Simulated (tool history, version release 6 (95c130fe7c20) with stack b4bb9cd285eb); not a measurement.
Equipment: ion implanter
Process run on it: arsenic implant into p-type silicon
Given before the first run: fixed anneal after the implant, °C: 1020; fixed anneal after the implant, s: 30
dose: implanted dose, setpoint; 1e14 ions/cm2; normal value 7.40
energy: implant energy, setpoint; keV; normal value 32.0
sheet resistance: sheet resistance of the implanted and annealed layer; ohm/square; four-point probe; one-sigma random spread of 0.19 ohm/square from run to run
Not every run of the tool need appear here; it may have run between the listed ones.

| run | day | dose | energy | wafers since the last listed run | hours since the last dose calibration | hours since the extraction supply was calibrated | hours since the gauge calibration | read-back reference wafer on the same gauge, sheet resistance | sheet resistance |
|---|---|---|---|---|---|---|---|---|---|
| 1 | 0.000 | 7.40 | 32.0 | 0 | 195.6 | 1207.0 | 354.8 | 118.94 | 128.89 |
| 2 | 2.962 | 7.40 | 32.0 | 1334 | 266.7 | 1278.1 | 425.9 | 119.06 | 128.73 |
| 3 | 10.588 | 7.40 | 32.0 | 3434 | 449.7 | 1461.1 | 608.9 | 118.93 | 128.78 |
| 4 | 12.800 | 6.42 | 24.5 | 996 | 502.8 | 1514.2 | 662.0 | 119.03 | 148.49 |
| 5 | 14.400 | 6.42 | 24.5 | 720 | 541.2 | 1552.6 | 700.4 | 119.06 | 148.02 |
| 6 | 16.075 | 6.42 | 24.5 | 754 | 581.4 | 1592.8 | 740.6 | 119.04 | 148.62 |
| 7 | 17.458 | 6.60 | 38.0 | 623 | 614.6 | 1626.0 | 773.8 | 119.05 | 136.50 |
| 8 | 19.658 | 6.60 | 38.0 | 991 | 667.4 | 1678.8 | 826.6 | 118.95 | 136.05 |
| 9 | 21.429 | 6.60 | 38.0 | 797 | 709.9 | 1721.3 | 869.1 | 118.98 | 136.41 |
| 10 | 23.254 | 7.40 | 32.0 | 822 | 753.7 | 1765.1 | 912.9 | 119.05 | 128.53 |
| 11 | 26.029 | 7.40 | 32.0 | 1250 | 820.3 | 1831.7 | 979.5 | 119.02 | 128.09 |
| 12 | 27.821 | 7.40 | 32.0 | 807 | 863.3 | 1874.7 | 1022.5 | 118.96 | 128.30 |
| 13 | 30.438 | 7.40 | 25.0 | 1178 | 926.1 | 1937.5 | 1085.3 | 119.01 | 132.88 |
| 14 | 32.979 | 6.82 | 25.0 | 1144 | 987.1 | 1998.5 | 1146.3 | 119.00 | 141.11 |
|  | 34.779 | Faraday cup replaced and dose calibrated |
| 15 | 35.846 | 7.40 | 32.0 | 1141 | 25.6 | 2067.3 | 1215.1 | 118.95 | 129.53 |
| 16 | 40.829 | 7.40 | 36.0 | 2244 | 145.2 | 2186.9 | 1334.7 | 119.00 | 126.93 |
| 17 | 43.238 | 7.40 | 32.0 | 1084 | 203.0 | 2244.7 | 1392.5 | 118.96 | 129.23 |
|  | 44.704 | extraction supply calibrated |
| 18 | 44.725 | 6.42 | 24.5 | 519 | 238.7 | 0.5 | 1428.2 | 118.94 | 148.62 |
| 19 | 46.729 | 7.40 | 32.0 | 902 | 286.8 | 48.6 | 1476.3 | 119.12 | 128.11 |
| 20 | 49.525 | 6.50 | 21.0 | 1259 | 353.9 | 115.7 | 1543.4 | 119.07 | 149.99 |
| 21 | 51.367 | 7.40 | 32.0 | 829 | 398.1 | 159.9 | 1587.6 | 118.98 | 128.42 |
| 22 | 52.967 | 5.90 | 42.5 | 720 | 436.5 | 198.3 | 1626.0 | 119.00 | 145.98 |
| 23 | 55.825 | 9.60 | 35.0 | 1287 | 505.1 | 266.9 | 1694.6 | 119.00 | 104.95 |
| 24 | 57.846 | 7.40 | 36.0 | 910 | 553.6 | 315.4 | 1743.1 | 119.08 | 125.76 |
|  | 58.454 | gauge calibrated |
| 25 | 59.608 | 9.04 | 32.0 | 793 | 595.9 | 357.7 | 27.7 | 118.99 | 111.16 |
| 26 | 61.350 | 8.78 | 26.0 | 784 | 637.7 | 399.5 | 69.5 | 119.04 | 116.85 |
| 27 | 63.904 | 8.83 | 32.0 | 1150 | 699.0 | 460.8 | 130.8 | 119.04 | 112.25 |
| 28 | 66.504 | 5.83 | 23.0 | 1171 | 761.4 | 523.2 | 193.2 | 119.11 | 160.32 |
| 29 | 69.396 | 6.76 | 23.0 | 1302 | 830.8 | 592.6 | 262.6 | 119.05 | 143.18 |
| 30 | 70.429 | 8.64 | 28.5 | 465 | 855.6 | 617.4 | 287.4 | 118.94 | 116.50 |
| 31 | 72.971 | 8.08 | 32.0 | 1144 | 916.6 | 678.4 | 348.4 | 118.98 | 119.77 |
| 32 | 75.054 | 5.68 | 32.0 | 938 | 966.6 | 728.4 | 398.4 | 119.07 | 155.51 |
| 33 | 76.767 | 5.65 | 42.0 | 771 | 1007.7 | 769.5 | 439.5 | 118.98 | 150.02 |
| 34 | 79.392 | 5.61 | 23.0 | 1182 | 1070.7 | 832.5 | 502.5 | 119.01 | 164.62 |

The same runs without the tool's hidden state, with the same run-to-run variation:
Unlogged tool condition in this case: deviation of the true dose from the Faraday cup's reading, %; deviation of the true energy from its setpoint, %; gauge reads high (%).
| run | sheet resistance |
|---|---|
| 1 | 128.87 |
| 2 | 128.76 |
| 3 | 128.96 |
| 4 | 148.79 |
| 5 | 148.36 |
| 6 | 148.99 |
| 7 | 136.86 |
| 8 | 136.44 |
| 9 | 136.84 |
| 10 | 128.93 |
| 11 | 128.54 |
| 12 | 128.77 |
| 13 | 133.43 |
| 14 | 141.77 |
| 15 | 128.97 |
| 16 | 126.44 |
| 17 | 128.76 |
| 18 | 149.03 |
| 19 | 128.52 |
| 20 | 150.58 |
| 21 | 128.96 |
| 22 | 146.68 |
| 23 | 105.45 |
| 24 | 126.48 |
| 25 | 111.79 |
| 26 | 117.55 |
| 27 | 112.99 |
| 28 | 161.57 |
| 29 | 144.37 |
| 30 | 117.41 |
| 31 | 120.80 |
| 32 | 157.01 |
| 33 | 151.53 |
| 34 | 166.36 |
